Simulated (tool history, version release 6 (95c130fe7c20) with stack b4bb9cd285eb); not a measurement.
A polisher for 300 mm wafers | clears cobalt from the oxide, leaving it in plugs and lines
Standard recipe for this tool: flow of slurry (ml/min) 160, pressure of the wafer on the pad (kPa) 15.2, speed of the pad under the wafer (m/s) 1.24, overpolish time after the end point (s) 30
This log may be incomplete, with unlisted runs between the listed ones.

run    hour  flow of slurry (ml/min)  pressure of the wafer on the pad (kPa)  speed of the pad under the wafer (m/s)  overpolish time after the end point (s)  incoming thickness of the incoming film, nm  time until the end point was called (s)
  1     0.0                      160                                    15.2                                    1.24                                       30                                        169.0                                     30.8
  2    48.7                      160                                    15.2                                    1.24                                       30                                        169.4                                     31.3
  3   100.3                      160                                    15.2                                    1.24                                       30                                        168.1                                     30.7
  4   183.1                      160                                    15.2                                    1.24                                       30                                        167.5                                     31.8
      233.8  -- slurry nozzle cleaned
  5   289.3                      160                                    15.2                                    1.24                                       30                                        169.8                                     32.3
  6   486.4                      160                                    15.2                                    1.24                                       30                                        169.1                                     32.5
  7   544.6                      160                                    15.2                                    1.24                                       30                                        170.3                                     32.6
  8   620.6                      160                                    15.2                                    1.24                                       30                                        170.5                                     32.8
      641.0  -- worn pad replaced by a new one
      675.7  -- head pressure recalibrated
  9   684.8                      160                                    15.2                                    1.24                                       30                                        173.2                                     31.1
 10   740.0                      185                                    15.2                                    1.24                                       30                                        171.0                                     31.2
 11   841.4                      160                                    15.2                                    1.24                                       30                                        171.4                                     31.4
 12   887.1                      160                                    15.2                                    1.24                                       23                                        169.2                                     32.0
 13   976.7                      160                                    15.2                                    1.48                                       30                                        171.8                                     27.3
 14  1015.7                      205                                    20.0                                    1.62                                       19                                        166.8                                     19.7
     1060.7  -- slurry nozzle cleaned
 15  1084.3                      160                                    10.3                                    1.24                                       25                                        168.3                                     39.1
 16  1164.9                      160                                    16.5                                    1.06                                       25                                        170.1                                     36.0
 17  1224.3                      210                                    13.1                                    0.98                                       17                                        166.1                                     42.0
 18  1268.2                      160                                    15.2                                    1.24                                       18                                        167.9                                     32.9
 19  1334.9                      190                                    15.2                                    1.50                                       30                                        168.3                                     26.2
 20  1423.3                      120                                    11.7                                    0.92                                       42                                        168.6                                     53.4
     1442.6  -- worn pad replaced by a new one
 21  1483.5                      160                                    15.2                                    1.24                                       30                                        169.4                                     30.1
     1492.8  -- head pressure recalibrated
 22  1589.7                      210                                    15.2                                    0.98                                       30                                        171.7                                     39.0
 23  1659.7                      160                                    15.2                                    1.24                                       44                                        170.5                                     32.2
     1701.9  -- slurry nozzle cleaned
 24  1748.7                      160                                    15.2                                    1.24                                       24                                        171.7                                     32.1
 25  1790.2                      160                                    15.2                                    1.24                                       35                                        169.8                                     32.2
 26  1887.0                      160                                    15.2                                    0.92                                       30                                        173.7                                     45.4
 27  1992.9                      210                                    11.0                                    1.56                                       30                                        170.0                                     29.4
 28  2096.0                      195                                    15.2                                    1.24                                       30                                        168.5                                     31.0
 29  2161.2                      110                                    10.3                                    1.54                                       16                                        168.7                                     34.3
 30  2210.6                      160                                    15.2                                    0.96                                       45                                        168.8                                     42.0
     2247.3  -- worn pad replaced by a new one
 31  2274.6                      160                                    15.2                                    1.24                                       30                                        167.0                                     30.0
 32  2372.7                      125                                    11.7                                    1.38                                       40                                        170.4                                     33.7
     2382.8  -- head pressure recalibrated
 33  2462.5                      160                                    19.3                                    1.24                                       30                                        167.3                                     27.5

Some steps in time until the end point was called (s) between neighbouring runs. How much of each would the tool show without its hidden state too (settings, what came in, random variation), and how much is left for the hidden state, with any gauge scatter that isn't in both results?
Unlogged tool condition in this case: removal rate lost through wear of the pad, %; slurry flow missing at the pad, %; deviation of the head's pressure from its setpoint, %.
Run 8 -> 9: worn pad replaced by a new one, head pressure recalibrated. time until the end point was called (s) -1.7: hidden state -2.4, all else +0.7.
Run 14 -> 15: flow of slurry (ml/min) 205 -> 160, pressure of the wafer on the pad (kPa) 20.0 -> 10.3, speed of the pad under the wafer (m/s) 1.62 -> 1.24, overpolish time after the end point (s) 19 -> 25, slurry nozzle cleaned. time until the end point was called (s) +19.4: hidden state +1.4, all else +18.0.
Run 19 -> 20: flow of slurry (ml/min) 190 -> 120, pressure of the wafer on the pad (kPa) 15.2 -> 11.7, speed of the pad under the wafer (m/s) 1.50 -> 0.92, overpolish time after the end point (s) 30 -> 42. time until the end point was called (s) +27.2: hidden state +2.4, all else +24.8.
Run 20 -> 21: flow of slurry (ml/min) 120 -> 160, pressure of the wafer on the pad (kPa) 11.7 -> 15.2, speed of the pad under the wafer (m/s) 0.92 -> 1.24, overpolish time after the end point (s) 42 -> 30, worn pad replaced by a new one. time until the end point was called (s) -23.3: hidden state -4.0, all else -19.3.
Run 30 -> 31: speed of the pad under the wafer (m/s) 0.96 -> 1.24, overpolish time after the end point (s) 45 -> 30, worn pad replaced by a new one. time until the end point was called (s) -12.0: hidden state -2.8, all else -9.2.
